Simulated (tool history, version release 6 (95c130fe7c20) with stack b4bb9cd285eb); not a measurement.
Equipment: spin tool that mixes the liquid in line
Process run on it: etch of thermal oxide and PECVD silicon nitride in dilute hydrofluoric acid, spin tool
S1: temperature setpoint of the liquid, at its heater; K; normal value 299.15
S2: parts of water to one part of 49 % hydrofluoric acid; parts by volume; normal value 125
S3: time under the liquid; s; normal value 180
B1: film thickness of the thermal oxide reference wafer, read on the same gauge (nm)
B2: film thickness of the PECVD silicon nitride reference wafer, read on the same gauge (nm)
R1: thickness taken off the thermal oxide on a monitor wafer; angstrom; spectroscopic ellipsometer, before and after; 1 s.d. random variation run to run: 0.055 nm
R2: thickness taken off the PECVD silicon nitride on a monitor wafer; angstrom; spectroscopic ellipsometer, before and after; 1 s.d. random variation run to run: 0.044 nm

run	hour	S1	S2	S3	B1	B2	R1	R2
1	0.0	299.15	125	180	70.02	59.97	73.6	87.0
# hour 39.9: hydrofluoric acid flow meter replaced
# hour 40.7: thermometer replaced
2	62.2	299.15	125	180	70.00	59.99	75.4	93.6
3	194.8	299.15	125	180	69.98	59.97	75.4	92.8
4	263.1	299.15	90	180	70.00	60.02	110.3	129.4
# hour 316.2: gauge calibrated
5	350.8	299.15	125	180	69.99	59.98	75.3	92.3
6	431.3	299.15	125	180	69.99	60.00	75.1	92.0
7	494.0	299.15	165	220	69.98	59.97	66.8	84.9
8	577.7	296.15	125	180	70.00	60.03	66.4	75.2
9	623.2	299.15	125	180	70.03	59.96	75.0	91.6
10	692.6	299.15	175	145	70.00	60.03	39.9	52.5
# hour 716.3: hydrofluoric acid flow meter replaced
11	763.9	299.15	125	180	70.00	60.01	75.0	90.7
12	835.1	299.15	125	180	70.03	59.97	74.7	90.0
13	887.4	294.15	185	275	69.99	59.99	59.0	67.9
14	947.1	299.15	95	180	69.98	60.02	102.0	117.9
15	1051.0	300.65	70	80	70.01	59.99	67.1	78.4

Run 16 is up next; what results do you expect?
16	1141.9	297.15	165	245	?	?	?	?

{"run 16": {"B1": 70.01, "B2": 60.0, "R1": 67.8, "R2": 81.3}}
Minus the tool's unlogged condition, the same run would have read R1 69.9 angstrom, R2 85.8 angstrom.
